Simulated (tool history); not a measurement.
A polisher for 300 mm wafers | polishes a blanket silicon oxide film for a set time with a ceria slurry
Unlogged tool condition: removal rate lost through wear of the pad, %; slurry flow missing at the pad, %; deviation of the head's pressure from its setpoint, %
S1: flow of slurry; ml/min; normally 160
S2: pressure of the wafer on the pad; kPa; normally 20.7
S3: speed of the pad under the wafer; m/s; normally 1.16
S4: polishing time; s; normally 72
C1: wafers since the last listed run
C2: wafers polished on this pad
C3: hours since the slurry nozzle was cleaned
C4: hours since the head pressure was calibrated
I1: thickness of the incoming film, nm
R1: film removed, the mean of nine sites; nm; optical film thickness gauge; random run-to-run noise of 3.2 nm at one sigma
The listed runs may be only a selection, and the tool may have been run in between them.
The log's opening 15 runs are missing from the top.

run,hour,S1,S2,S3,S4,C1,C2,C3,C4,I1,R1
# hour 1259.3: head pressure recalibrated
16,1330,160,20.7,1.16,72,676,1832,393.7,70.7,1837.9,287.9
17,1392.3,180,20.7,1.16,72,462,2294,456,133,1829.1,300.2
# hour 1649.9: slurry nozzle cleaned
18,1682.4,160,20.7,1.16,72,2144,4438,32.5,423.1,1847.1,306.6
# hour 1709.3: worn pad replaced by a new one
19,1737.8,140,24.8,1.16,63,381,211,87.9,478.5,1847.7,333.6
20,1795.8,160,20.7,1.4,72,430,641,145.9,536.5,1838.6,388
21,1864.6,160,26.2,1.38,72,510,1151,214.7,605.3,1859,489.4
# hour 1909.9: head pressure recalibrated
22,1921.9,115,24.1,0.88,65,410,1562,272,12,1848,214.2
23,2000.9,190,20.7,1.38,89,585,2147,351,91,1870.6,432.7
24,2106.3,190,20.7,1.16,72,781,2929,456.4,196.4,1857.8,287.7
25,2192.4,160,20.7,1.16,72,638,3568,542.5,282.5,1819.3,293.4
# hour 2224.5: worn pad replaced by a new one
26,2272.9,200,24.1,1.16,72,567,359,623,363,1858.8,349.3
27,2366.1,160,20.7,1.16,80,691,1050,716.2,456.2,1845.7,337.7
# hour 2449.2: slurry nozzle cleaned
28,2450.1,105,20.7,0.9,83,615,1665,0.9,540.2,1872.1,262.8

For run 29, what comes out?
# hour 2540.3: head pressure recalibrated
29,2543.2,160,20.7,1.16,72,675,2341,94,2.9,1850.8,?

R1: 291.1 nm
Without the tool's hidden state the same run would have given R1 294.8 nm.

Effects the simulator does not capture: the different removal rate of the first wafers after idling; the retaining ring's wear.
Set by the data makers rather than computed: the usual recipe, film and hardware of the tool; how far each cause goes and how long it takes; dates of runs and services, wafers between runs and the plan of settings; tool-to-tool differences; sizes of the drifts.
